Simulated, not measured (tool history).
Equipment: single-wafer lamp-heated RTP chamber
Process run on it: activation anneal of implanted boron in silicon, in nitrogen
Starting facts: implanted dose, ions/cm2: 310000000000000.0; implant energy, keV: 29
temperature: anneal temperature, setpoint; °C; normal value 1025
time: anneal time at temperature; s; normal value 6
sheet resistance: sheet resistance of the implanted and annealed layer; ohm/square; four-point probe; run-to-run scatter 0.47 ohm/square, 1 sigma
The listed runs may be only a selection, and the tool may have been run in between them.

run,day,temperature,time,"read-back reference wafer on the same gauge, sheet resistance",sheet resistance
1,0,1017,8,305.08,311.04
2,1.904,1017,8,305.03,310.06
3,5.238,1025,6,304.91,310.52
# day 8.779: reflector plate cleaned
4,9.338,1025,6,305.16,310.18
# day 12.429: pyrometer window cleaned and pyrometer calibrated
5,12.967,1025,6,304.91,311.98
6,15.688,1025,6,304.92,310.65
7,17.962,1025,6,304.74,311.16
8,19.738,1025,7,305.03,310.04
9,22.154,1025,7,304.95,310.76
10,24.325,1025,6,304.93,310.93
# day 27.133: gauge calibrated
11,27.821,1005,6,305.09,313.66
12,31.488,1005,6,304.9,313.77
13,34.808,1039,6,305.12,309.39
14,38.221,1025,5,305.09,310.52
# day 39.388: pyrometer window cleaned and pyrometer calibrated
15,42.629,1025,6,305,311.08
16,45.204,1025,4,304.91,311.6
17,48.938,1025,6,304.87,310.76
# day 49.988: reflector plate cleaned
18,59.408,1025,6,304.92,310.31
19,62.7,1025,9,304.91,309.72
# day 65.738: pyrometer window cleaned and pyrometer calibrated
20,66.554,1025,8,305,311.09
21,70.775,1025,6,305.22,311.11
22,72.796,1004,9,304.91,314.51
23,74.3,1040,4,304.96,309.84
24,77.525,1003,8,304.91,313.65
25,80,1005,7,304.97,313.5
26,83.333,1025,6,304.91,310.53
27,87.033,1025,6,305.15,310.12
# day 89.392: reflector plate cleaned
28,89.412,1013,5,305.13,312.31
29,93.554,1053,3,305.14,308.77
# day 94.712: pyrometer window cleaned and pyrometer calibrated
30,97.588,1046,8,305.13,308.35
31,99.808,1005,9,304.79,314.27
32,102.846,1013,5,304.88,313.72
33,106.396,1003,4,305.13,315.91
34,109.354,1035,6,305.15,309.67
35,119.562,1014,7,305.04,311.24
36,122.1,1036,4,305.09,309.4
37,124.2,1025,3,304.91,310.02

Predict each of these 3 candidate next runs independently; none follows another, all start after run 37:
A,124.217,1052,6,?,?
B,124.217,1049,4,?,?
C,124.217,1013,3,?,?

run,"read-back reference wafer on the same gauge, sheet resistance",sheet resistance
A,304.82,308.96
B,304.82,309.48
C,304.82,312.98
With the hidden condition removed and each run's random variation left untouched, the same runs would have given:
run,sheet resistance
A,309.45
B,310.09
C,317.1
